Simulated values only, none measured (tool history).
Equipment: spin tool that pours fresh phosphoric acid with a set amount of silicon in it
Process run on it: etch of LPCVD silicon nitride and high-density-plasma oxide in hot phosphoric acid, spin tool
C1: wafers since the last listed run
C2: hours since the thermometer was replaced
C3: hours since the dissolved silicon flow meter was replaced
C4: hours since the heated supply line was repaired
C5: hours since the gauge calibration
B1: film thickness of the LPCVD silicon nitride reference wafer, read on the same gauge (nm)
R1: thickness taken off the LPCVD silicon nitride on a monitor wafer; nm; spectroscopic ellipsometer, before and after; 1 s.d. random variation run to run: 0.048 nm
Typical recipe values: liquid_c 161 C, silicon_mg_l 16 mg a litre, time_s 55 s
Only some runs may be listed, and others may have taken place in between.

{"run": 1, "hour": 0.0, "liquid_c": 161, "silicon_mg_l": 16, "time_s": 55, "C1": 0, "C2": 1857.1, "C3": 452.7, "C4": 2483.8, "C5": 191.8, "B1": 109.99, "R1": 5.7}
{"run": 2, "hour": 8.5, "liquid_c": 160, "silicon_mg_l": 10, "time_s": 55, "C1": 101, "C2": 1865.6, "C3": 461.2, "C4": 2492.3, "C5": 200.3, "B1": 110, "R1": 5.39}
{"run": 3, "hour": 23.8, "liquid_c": 160, "silicon_mg_l": 10, "time_s": 55, "C1": 183, "C2": 1880.9, "C3": 476.5, "C4": 2507.6, "C5": 215.6, "B1": 109.98, "R1": 5.32}
{"run": 4, "hour": 31.6, "liquid_c": 159.5, "silicon_mg_l": 16, "time_s": 55, "C1": 93, "C2": 1888.7, "C3": 484.3, "C4": 2515.4, "C5": 223.4, "B1": 109.98, "R1": 5.35}
{"run": 5, "hour": 46.0, "liquid_c": 159.5, "silicon_mg_l": 16, "time_s": 55, "C1": 172, "C2": 1903.1, "C3": 498.7, "C4": 2529.8, "C5": 237.8, "B1": 110, "R1": 5.31}
{"run": 6, "hour": 52.7, "liquid_c": 161, "silicon_mg_l": 6.5, "time_s": 35, "C1": 80, "C2": 1909.8, "C3": 505.4, "C4": 2536.5, "C5": 244.5, "B1": 109.99, "R1": 3.58}
{"run": 7, "hour": 63.5, "liquid_c": 161.5, "silicon_mg_l": 16, "time_s": 55, "C1": 129, "C2": 1920.6, "C3": 516.2, "C4": 2547.3, "C5": 255.3, "B1": 110.01, "R1": 5.6}
{"hour": 72.5, "done": "dissolved silicon flow meter replaced"}
{"run": 8, "hour": 76.2, "liquid_c": 161, "silicon_mg_l": 24.5, "time_s": 55, "C1": 139, "C2": 1933.3, "C3": 3.7, "C4": 2560, "C5": 268, "B1": 109.98, "R1": 5.65}
{"run": 9, "hour": 89.7, "liquid_c": 158.5, "silicon_mg_l": 21.5, "time_s": 30, "C1": 161, "C2": 1946.8, "C3": 17.2, "C4": 2573.5, "C5": 281.5, "B1": 109.99, "R1": 2.81}
{"hour": 91.7, "done": "gauge calibrated"}
{"run": 10, "hour": 102.9, "liquid_c": 161, "silicon_mg_l": 16, "time_s": 35, "C1": 157, "C2": 1960, "C3": 30.4, "C4": 2586.7, "C5": 11.2, "B1": 110.01, "R1": 3.54}
{"hour": 105.4, "done": "thermometer replaced"}
{"hour": 111.5, "done": "heated supply line repaired"}
{"run": 11, "hour": 116.6, "liquid_c": 161, "silicon_mg_l": 23, "time_s": 35, "C1": 139, "C2": 11.2, "C3": 44.1, "C4": 5.1, "C5": 24.9, "B1": 110, "R1": 3.54}
{"run": 12, "hour": 130.7, "liquid_c": 159, "silicon_mg_l": 4, "time_s": 40, "C1": 168, "C2": 25.3, "C3": 58.2, "C4": 19.2, "C5": 39, "B1": 109.99, "R1": 3.82}
{"run": 13, "hour": 141.5, "liquid_c": 160, "silicon_mg_l": 10, "time_s": 55, "C1": 129, "C2": 36.1, "C3": 69, "C4": 30, "C5": 49.8, "B1": 110, "R1": 5.42}
{"run": 14, "hour": 154.3, "liquid_c": 161, "silicon_mg_l": 16, "time_s": 35, "C1": 153, "C2": 48.9, "C3": 81.8, "C4": 42.8, "C5": 62.6, "B1": 109.97, "R1": 3.6}
{"run": 15, "hour": 169.2, "liquid_c": 161, "silicon_mg_l": 16, "time_s": 55, "C1": 178, "C2": 63.8, "C3": 96.7, "C4": 57.7, "C5": 77.5, "B1": 110, "R1": 5.62}

What will run 16 give?
{"run": 16, "hour": 176.1, "liquid_c": 161, "silicon_mg_l": 16, "time_s": 55, "C1": 82, "C2": 70.7, "C3": 103.6, "C4": 64.6, "C5": 84.4, "B1": "?", "R1": "?"}

B1: 109.97
R1: 5.57 nm
Without the tool's hidden state the same run would have given R1 5.57 nm.
